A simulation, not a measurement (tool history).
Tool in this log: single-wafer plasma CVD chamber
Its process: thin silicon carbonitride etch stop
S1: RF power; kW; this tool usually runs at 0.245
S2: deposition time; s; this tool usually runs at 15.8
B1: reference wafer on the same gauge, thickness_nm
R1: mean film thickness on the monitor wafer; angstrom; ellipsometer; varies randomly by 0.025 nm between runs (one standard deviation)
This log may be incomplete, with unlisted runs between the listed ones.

| run | day | S1 | S2 | B1 | R1 |
|---|---|---|---|---|---|
| 1 | 0.000 | 0.280 | 15.8 | 9.895 | 103.93 |
| 2 | 0.679 | 0.280 | 15.8 | 9.899 | 103.62 |
| 3 | 1.817 | 0.245 | 17.5 | 9.901 | 107.94 |
| 4 | 2.575 | 0.245 | 17.5 | 9.904 | 107.91 |
| 5 | 5.304 | 0.245 | 15.8 | 9.900 | 97.73 |
| 6 | 5.996 | 0.245 | 15.8 | 9.899 | 97.07 |
| 7 | 7.467 | 0.245 | 15.8 | 9.900 | 96.95 |
| 8 | 8.329 | 0.245 | 15.8 | 9.903 | 96.79 |
| 9 | 9.467 | 0.245 | 15.8 | 9.899 | 97.08 |
| 10 | 10.171 | 0.245 | 15.8 | 9.897 | 96.78 |
|  | 10.704 | showerhead replaced |
| 11 | 11.250 | 0.210 | 15.8 | 9.896 | 89.20 |
| 12 | 11.967 | 0.210 | 15.8 | 9.897 | 89.49 |
| 13 | 12.696 | 0.210 | 15.8 | 9.897 | 89.34 |
|  | 13.104 | gauge calibrated |
| 14 | 13.238 | 0.245 | 15.8 | 9.903 | 96.95 |
| 15 | 14.500 | 0.245 | 17.5 | 9.902 | 107.22 |
| 16 | 15.604 | 0.275 | 17.4 | 9.901 | 113.01 |
| 17 | 16.858 | 0.245 | 15.8 | 9.899 | 96.95 |

What does the tool deliver on the next run?
| 18 | 18.338 | 0.245 | 14.7 | ? | ? |

B1: 9.898
R1: 90.24 angstrom
Minus the tool's unlogged condition, the same run would have read R1 94.52 angstrom.

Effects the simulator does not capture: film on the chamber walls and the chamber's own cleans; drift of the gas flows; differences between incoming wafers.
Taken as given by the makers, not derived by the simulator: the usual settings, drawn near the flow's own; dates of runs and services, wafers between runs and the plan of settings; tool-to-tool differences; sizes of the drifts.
